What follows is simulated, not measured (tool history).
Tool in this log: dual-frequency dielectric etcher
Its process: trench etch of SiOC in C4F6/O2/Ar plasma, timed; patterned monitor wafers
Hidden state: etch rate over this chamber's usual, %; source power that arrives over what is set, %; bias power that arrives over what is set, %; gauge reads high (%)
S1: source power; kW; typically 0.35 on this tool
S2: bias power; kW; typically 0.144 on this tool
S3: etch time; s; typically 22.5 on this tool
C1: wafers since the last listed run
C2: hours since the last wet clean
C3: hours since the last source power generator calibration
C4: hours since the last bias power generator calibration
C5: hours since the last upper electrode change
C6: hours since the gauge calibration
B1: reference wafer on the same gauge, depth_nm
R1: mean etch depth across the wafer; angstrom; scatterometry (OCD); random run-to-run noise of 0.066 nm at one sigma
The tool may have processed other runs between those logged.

run	hour	S1	S2	S3	C1	C2	C3	C4	C5	C6	B1	R1
1	0	0.35	0.157	24.5	0	307.5	3532.7	2590.9	4673.1	75.5	46.59	489.5
2	25.6	0.35	0.144	24	391	333.1	3558.3	2616.5	4698.7	101.1	46.59	470.5
3	40.9	0.35	0.144	24	233	348.4	3573.6	2631.8	4714	116.4	46.6	471.3
4	66.7	0.35	0.144	22.5	394	374.2	3599.4	2657.6	4739.8	142.2	46.6	441.5
5	84.8	0.35	0.144	22.5	276	392.3	3617.5	2675.7	4757.9	160.3	46.63	441.6
6	100.4	0.35	0.144	22.5	238	407.9	3633.1	2691.3	4773.5	175.9	46.59	441.3
7	135.8	0.35	0.144	22.5	540	443.3	3668.5	2726.7	4808.9	211.3	46.61	442.7
8	169.7	0.35	0.144	22.5	517	477.2	3702.4	2760.6	4842.8	245.2	46.62	442
# hour 210.3: wet clean of the chamber
9	210.8	0.41	0.144	22.5	261	0.5	3743.5	2801.7	4883.9	286.3	46.62	462.4
10	215.8	0.41	0.144	22.5	76	5.5	3748.5	2806.7	4888.9	291.3	46.63	461.2
11	248.4	0.41	0.144	22.5	498	38.1	3781.1	2839.3	4921.5	323.9	46.59	460.8
12	260.7	0.39	0.144	19.5	187	50.4	3793.4	2851.6	4933.8	336.2	46.6	394.3
# hour 271.6: bias power generator calibrated
13	287.2	0.35	0.144	22.5	343	76.9	3819.9	15.6	4960.3	362.7	46.58	439.1
14	321.5	0.27	0.129	22.5	524	111.2	3854.2	49.9	4994.6	397	46.56	397.1
15	344.4	0.35	0.144	22.5	349	134.1	3877.1	72.8	5017.5	419.9	46.57	438.1
# hour 388: upper electrode replaced
16	388.5	0.35	0.144	22.5	307	178.2	3921.2	116.9	0.5	464	46.62	440.7
17	388.8	0.44	0.144	17	4	178.5	3921.5	117.2	0.8	464.3	46.63	357
18	401.9	0.35	0.144	22.5	200	191.6	3934.6	130.3	13.9	477.4	46.62	439.5
# hour 407.1: source power generator calibrated
19	415.3	0.35	0.12	22.5	143	205	8.2	143.7	27.3	490.8	46.62	424.6
20	442.4	0.4	0.144	22.5	414	232.1	35.3	170.8	54.4	517.9	46.59	459.5
21	462.9	0.41	0.163	22.5	313	252.6	55.8	191.3	74.9	538.4	46.59	477.4
22	491	0.42	0.123	28	429	280.7	83.9	219.4	103	566.5	46.6	564.4
# hour 493.3: gauge calibrated
23	516.9	0.35	0.144	22.5	395	306.6	109.8	245.3	128.9	23.6	46.62	441.1
24	539.3	0.35	0.159	27	342	329	132.2	267.7	151.3	46	46.59	542.9
25	565.6	0.35	0.144	22.5	401	355.3	158.5	294	177.6	72.3	46.59	442.4
26	580.3	0.32	0.166	28	224	370	173.2	308.7	192.3	87	46.58	552.6
27	592.5	0.31	0.116	22.5	186	382.2	185.4	320.9	204.5	99.2	46.59	407.6
28	626.5	0.35	0.144	29.5	519	416.2	219.4	354.9	238.5	133.2	46.6	578.6
29	643.6	0.35	0.157	22.5	261	433.3	236.5	372	255.6	150.3	46.62	451.6
30	662.1	0.39	0.144	22.5	282	451.8	255	390.5	274.1	168.8	46.57	457
# hour 707.3: wet clean of the chamber
31	707.8	0.35	0.17	22.5	331	0.5	300.7	436.2	319.8	214.5	46.61	454.3

Predict each of these 3 candidate next runs independently; none follows another, all start after run 31:
A	708.2	0.31	0.144	22.5	6	0.9	301.1	436.6	320.2	214.9	?	?
B	708.2	0.3	0.144	22.5	6	0.9	301.1	436.6	320.2	214.9	?	?
C	708.2	0.37	0.144	22.5	6	0.9	301.1	436.6	320.2	214.9	?	?

run	B1	R1
A	46.6	422.2
B	46.6	418
C	46.6	446.1
Without the tool's unlogged condition, the same runs would have read:
run	R1
A	422.3
B	418.1
C	446.2
